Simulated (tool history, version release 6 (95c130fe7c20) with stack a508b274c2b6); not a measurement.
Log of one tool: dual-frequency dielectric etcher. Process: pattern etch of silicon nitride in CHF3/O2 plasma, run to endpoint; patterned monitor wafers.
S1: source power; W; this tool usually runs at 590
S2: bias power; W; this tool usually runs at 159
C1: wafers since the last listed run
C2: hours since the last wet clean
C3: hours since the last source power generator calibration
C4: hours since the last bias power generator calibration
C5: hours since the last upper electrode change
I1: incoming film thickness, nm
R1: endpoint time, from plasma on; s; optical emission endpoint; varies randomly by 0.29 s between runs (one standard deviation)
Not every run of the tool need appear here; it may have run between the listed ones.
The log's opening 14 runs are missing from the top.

| run | day | S1 | S2 | C1 | C2 | C3 | C4 | C5 | I1 | R1 |
|---|---|---|---|---|---|---|---|---|---|---|
| 15 | 17.375 | 460 | 125 | 557 | 234.3 | 2280.7 | 1923.6 | 179.3 | 54.3 | 49.5 |
| 16 | 18.512 | 590 | 159 | 456 | 261.6 | 2308.0 | 1950.9 | 206.6 | 54.3 | 39.5 |
| 17 | 19.942 | 590 | 159 | 572 | 295.9 | 2342.3 | 1985.2 | 240.9 | 53.7 | 38.9 |
|  | 21.483 | wet clean of the chamber |
| 18 | 21.504 | 630 | 184 | 225 | 0.5 | 2379.8 | 2022.7 | 278.4 | 54.4 | 35.1 |
| 19 | 22.129 | 590 | 159 | 250 | 15.5 | 2394.8 | 2037.7 | 293.4 | 53.8 | 38.4 |
| 20 | 23.558 | 590 | 159 | 572 | 49.8 | 2429.1 | 2072.0 | 327.7 | 54.4 | 38.9 |
|  | 23.829 | source power generator calibrated |
|  | 24.475 | bias power generator calibrated |
| 21 | 24.767 | 590 | 188 | 350 | 78.8 | 22.5 | 7.0 | 356.7 | 54.1 | 35.9 |
| 22 | 25.700 | 590 | 159 | 374 | 101.2 | 44.9 | 29.4 | 379.1 | 54.1 | 39.0 |
| 23 | 26.675 | 520 | 135 | 390 | 124.6 | 68.3 | 52.8 | 402.5 | 54.0 | 44.4 |
| 24 | 27.304 | 540 | 138 | 252 | 139.7 | 83.4 | 67.9 | 417.6 | 54.7 | 44.4 |
| 25 | 28.033 | 590 | 159 | 292 | 157.2 | 100.9 | 85.4 | 435.1 | 54.3 | 39.4 |
| 26 | 29.196 | 590 | 131 | 466 | 185.1 | 128.8 | 113.3 | 463.0 | 54.5 | 43.5 |
| 27 | 31.912 | 650 | 159 | 1089 | 250.3 | 194.0 | 178.5 | 528.2 | 53.8 | 37.4 |
| 28 | 32.817 | 680 | 198 | 362 | 272.0 | 215.7 | 200.2 | 549.9 | 54.0 | 33.8 |
| 29 | 33.392 | 650 | 188 | 230 | 285.8 | 229.5 | 214.0 | 563.7 | 54.1 | 35.4 |
| 30 | 34.404 | 720 | 193 | 405 | 310.1 | 253.8 | 238.3 | 588.0 | 54.2 | 34.2 |
| 31 | 35.250 | 660 | 147 | 339 | 330.4 | 274.1 | 258.6 | 608.3 | 54.5 | 39.5 |
|  | 36.438 | wet clean of the chamber |
| 32 | 36.458 | 500 | 159 | 83 | 0.5 | 303.1 | 287.6 | 637.3 | 54.9 | 42.4 |
| 33 | 36.558 | 460 | 172 | 40 | 2.9 | 305.5 | 290.0 | 639.7 | 53.9 | 41.4 |
| 34 | 37.629 | 590 | 139 | 429 | 28.6 | 331.2 | 315.7 | 665.4 | 54.3 | 41.3 |

Predict each of these 5 candidate next runs independently; none follows another, all start after run 34:
| A | 37.646 | 590 | 159 | 6 | 29.0 | 331.6 | 316.1 | 665.8 | 54.1 | ? |
| B | 37.646 | 460 | 132 | 6 | 29.0 | 331.6 | 316.1 | 665.8 | 54.1 | ? |
| C | 37.646 | 690 | 180 | 6 | 29.0 | 331.6 | 316.1 | 665.8 | 54.1 | ? |
| D | 37.646 | 670 | 171 | 6 | 29.0 | 331.6 | 316.1 | 665.8 | 54.1 | ? |
| E | 37.646 | 710 | 143 | 6 | 29.0 | 331.6 | 316.1 | 665.8 | 54.1 | ? |

| run | R1 |
|---|---|
| A | 38.6 |
| B | 47.3 |
| C | 34.0 |
| D | 35.2 |
| E | 37.2 |
Take away the tool's hidden state, keep each run's random variation, and the runs would have read:
| run | R1 |
|---|---|
| A | 38.3 |
| B | 46.9 |
| C | 33.7 |
| D | 35.0 |
| E | 36.9 |
